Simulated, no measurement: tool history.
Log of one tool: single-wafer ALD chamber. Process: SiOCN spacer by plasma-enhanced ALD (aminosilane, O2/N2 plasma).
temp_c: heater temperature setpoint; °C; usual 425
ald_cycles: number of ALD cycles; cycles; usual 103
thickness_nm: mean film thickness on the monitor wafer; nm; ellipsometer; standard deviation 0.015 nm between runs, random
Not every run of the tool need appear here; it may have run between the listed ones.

run,hour,temp_c,ald_cycles,"read-back reference wafer on the same gauge, thickness_nm",thickness_nm
1,0,432,103,6.517,5.77
2,24.3,425,108,6.51,6.18
3,50,425,108,6.511,6.147
4,66,425,108,6.51,6.16
5,99.6,419,113,6.505,6.558
6,114.6,419,113,6.512,6.569
7,132.5,425,103,6.513,5.901
8,148.3,425,103,6.516,5.864
9,170.9,425,103,6.512,5.891
10,241.4,420,103,6.51,5.968
11,256.8,420,103,6.506,5.947
12,289.2,432,115,6.511,6.402
13,317.7,425,103,6.508,5.881
# hour 344.8: thermocouple changed; heater temperature recalibrated
14,345.3,425,103,6.509,5.884
15,364.6,425,103,6.515,5.898
16,399.6,425,103,6.504,5.887
17,417.1,425,123,6.505,7.02
# hour 437.1: gauge calibrated
18,457,419,113,6.509,6.559
19,482.6,425,103,6.509,5.888
20,510.1,417,120,6.509,7.016
21,538.3,438,88,6.507,4.844
22,564,425,103,6.507,5.887
23,593.8,438,103,6.505,5.682
24,616.6,419,109,6.514,6.343

What will run 25 give?
25,704.9,425,103,?,?

read-back reference wafer on the same gauge, thickness_nm: 6.507
thickness_nm: 5.85 nm
With no hidden state in the tool, this same run would have given thickness_nm 5.85 nm.
